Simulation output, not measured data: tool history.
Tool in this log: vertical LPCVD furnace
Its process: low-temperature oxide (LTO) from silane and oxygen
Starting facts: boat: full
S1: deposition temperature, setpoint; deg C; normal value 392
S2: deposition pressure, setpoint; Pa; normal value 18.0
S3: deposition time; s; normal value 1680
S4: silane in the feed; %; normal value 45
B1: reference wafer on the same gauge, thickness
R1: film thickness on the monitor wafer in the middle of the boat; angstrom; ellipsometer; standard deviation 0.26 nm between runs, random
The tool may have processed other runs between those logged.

run   hour   S1    S2    S3  S4      B1      R1
  1    0.0  392  18.0  1680  45  203.13  1692.5
      12.8  -- gauge calibrated
  2   14.2  392  18.0  1680  50  202.97  1880.6
  3   27.2  392  18.0  1680  50  202.97  1874.6
  4   47.0  392  18.0  1680  45  203.05  1692.9
  5   65.8  392  18.0  1680  45  203.07  1691.6
  6  111.5  392  20.0  1680  45  202.98  1880.5
  7  118.5  387  18.0  1680  45  202.99  1597.2
  8  136.6  387  18.0  1680  45  203.06  1597.0
  9  145.0  392  19.3  1680  45  202.91  1817.4
 10  157.8  392  18.0  1680  45  203.04  1684.3
 11  164.9  392  18.0  1680  45  202.93  1686.8
 12  178.3  392  18.0  1680  45  202.94  1685.7
     207.8  -- pressure gauge zeroed
     214.5  -- gauge calibrated
     227.7  -- thermocouples replaced and temperature profile calibrated
     237.8  -- silane flow controller replaced
 13  238.3  384  21.3  2340  45  203.00  2622.8
 14  243.0  387  18.0  1680  45  202.96  1645.1
 15  247.8  400  22.7  2130  40  203.02  2661.6
 16  252.6  392  16.0  1110  45  202.98  1019.9
 17  257.3  395  18.0  1680  45  203.07  1795.9
 18  262.1  392  18.0  1680  45  203.03  1742.4
 19  269.6  392  21.3  2070  45  203.05  2540.3
 20  278.9  392  16.7  1680  40  203.02  1408.0
 21  312.4  389  18.0  1500  45  203.09  1497.4
 22  325.0  398  22.7  1680  45  202.94  2338.2

Hidden state, per run?
true tube temperature minus thermocouple reading, K: 0 at every run
deviation of the silane flow from its setpoint, %: 0 at every run
gauge reads high (%): 0 at every run
H1: true pressure minus gauge reading, mTorr
run     H1
  1  -4.48
  2  -4.54
  3   -4.6
  4  -4.68
  5  -4.76
  6  -4.96
  7  -4.99
  8  -5.07
  9   -5.1
 10  -5.16
 11  -5.19
 12  -5.25
 13  -1.09
 14  -1.11
 15  -1.13
 16  -1.16
 17  -1.18
 18   -1.2
 19  -1.23
 20  -1.27
 21  -1.41
 22  -1.47

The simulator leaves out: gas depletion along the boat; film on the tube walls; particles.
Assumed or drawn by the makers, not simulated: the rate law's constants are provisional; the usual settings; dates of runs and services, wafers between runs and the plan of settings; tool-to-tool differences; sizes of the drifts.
